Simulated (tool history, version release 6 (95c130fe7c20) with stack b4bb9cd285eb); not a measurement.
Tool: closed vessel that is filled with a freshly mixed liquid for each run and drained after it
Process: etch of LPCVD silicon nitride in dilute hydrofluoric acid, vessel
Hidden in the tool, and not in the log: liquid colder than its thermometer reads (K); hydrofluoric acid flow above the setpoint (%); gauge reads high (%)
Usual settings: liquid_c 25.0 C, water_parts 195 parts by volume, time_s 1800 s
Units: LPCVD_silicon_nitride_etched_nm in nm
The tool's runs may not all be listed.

| run | day | liquid_c | water_parts | time_s | wafers since the last listed run | hours since the thermometer was replaced | hours since the hydrofluoric acid flow meter was replaced | hours since the gauge calibration | read-back film thickness of the LPCVD silicon nitride reference wafer, read on the same gauge (nm) | LPCVD_silicon_nitride_etched_nm |
|---|---|---|---|---|---|---|---|---|---|---|
| 1 | 0.000 | 28.0 | 240 | 1800 | 0 | 2023.2 | 667.8 | 474.0 | 49.996 | 5.136 |
| 2 | 2.708 | 25.0 | 250 | 1205 | 3146 | 2088.2 | 732.8 | 539.0 | 50.014 | 2.757 |
| 3 | 5.688 | 25.0 | 250 | 1205 | 3461 | 2159.7 | 804.3 | 610.5 | 49.998 | 2.726 |
|  | 5.921 | hydrofluoric acid flow meter replaced |
| 4 | 8.258 | 22.5 | 195 | 1800 | 2938 | 2221.4 | 56.1 | 672.2 | 49.996 | 4.077 |
| 5 | 11.746 | 25.0 | 195 | 1800 | 4051 | 2305.1 | 139.8 | 755.9 | 49.998 | 4.819 |
| 6 | 15.379 | 25.0 | 195 | 1800 | 4221 | 2392.3 | 227.0 | 843.1 | 49.980 | 4.860 |
| 7 | 17.992 | 25.0 | 195 | 1800 | 3035 | 2455.0 | 289.7 | 905.8 | 50.024 | 5.021 |
| 8 | 21.496 | 25.0 | 195 | 1800 | 4071 | 2539.1 | 373.8 | 989.9 | 50.007 | 4.918 |
|  | 22.575 | thermometer replaced |
| 9 | 25.421 | 25.0 | 195 | 2450 | 4511 | 68.3 | 468.0 | 1084.1 | 50.013 | 6.834 |
| 10 | 29.867 | 25.0 | 195 | 2450 | 5165 | 175.0 | 574.7 | 1190.8 | 50.032 | 6.937 |
| 11 | 33.079 | 21.0 | 240 | 2280 | 3732 | 252.1 | 651.8 | 1267.9 | 49.987 | 4.043 |
|  | 34.483 | gauge calibrated |
| 12 | 35.883 | 30.0 | 195 | 1800 | 3258 | 319.4 | 719.1 | 33.6 | 49.990 | 7.068 |
| 13 | 37.646 | 25.0 | 140 | 1800 | 2047 | 361.7 | 761.4 | 75.9 | 49.987 | 7.421 |
|  | 40.333 | hydrofluoric acid flow meter replaced |
| 14 | 40.642 | 27.5 | 195 | 1800 | 3432 | 433.6 | 7.4 | 147.8 | 49.996 | 5.627 |
| 15 | 42.350 | 25.0 | 125 | 750 | 1984 | 474.6 | 48.4 | 188.8 | 49.976 | 3.080 |
| 16 | 44.062 | 25.0 | 105 | 2550 | 1989 | 515.7 | 89.5 | 229.9 | 49.992 | 12.739 |
| 17 | 47.838 | 21.0 | 230 | 2845 | 4385 | 606.3 | 180.1 | 320.5 | 50.032 | 5.163 |
| 18 | 49.533 | 28.0 | 220 | 1800 | 1970 | 647.0 | 220.8 | 361.2 | 49.985 | 5.218 |
| 19 | 51.654 | 25.0 | 195 | 1800 | 2464 | 697.9 | 271.7 | 412.1 | 50.014 | 4.898 |
| 20 | 53.846 | 25.0 | 140 | 1800 | 2546 | 750.5 | 324.3 | 464.7 | 50.012 | 6.906 |

4 ways to go on from here, each from the tool as it stands after run 20. What would each give?
| A | 53.896 | 25.0 | 195 | 750 | 58 | 751.7 | 325.5 | 465.9 | ? | ? |
| B | 53.896 | 25.0 | 195 | 2255 | 58 | 751.7 | 325.5 | 465.9 | ? | ? |
| C | 53.896 | 21.0 | 195 | 1800 | 58 | 751.7 | 325.5 | 465.9 | ? | ? |
| D | 53.896 | 21.5 | 195 | 1800 | 58 | 751.7 | 325.5 | 465.9 | ? | ? |

| run | read-back film thickness of the LPCVD silicon nitride reference wafer, read on the same gauge (nm) | LPCVD_silicon_nitride_etched_nm |
|---|---|---|
| A | 49.996 | 2.064 |
| B | 49.996 | 6.206 |
| C | 49.996 | 3.832 |
| D | 49.996 | 3.959 |
Without the tool's hidden state the same runs would have given:
| run | LPCVD_silicon_nitride_etched_nm |
|---|---|
| A | 1.959 |
| B | 5.890 |
| C | 3.640 |
| D | 3.761 |

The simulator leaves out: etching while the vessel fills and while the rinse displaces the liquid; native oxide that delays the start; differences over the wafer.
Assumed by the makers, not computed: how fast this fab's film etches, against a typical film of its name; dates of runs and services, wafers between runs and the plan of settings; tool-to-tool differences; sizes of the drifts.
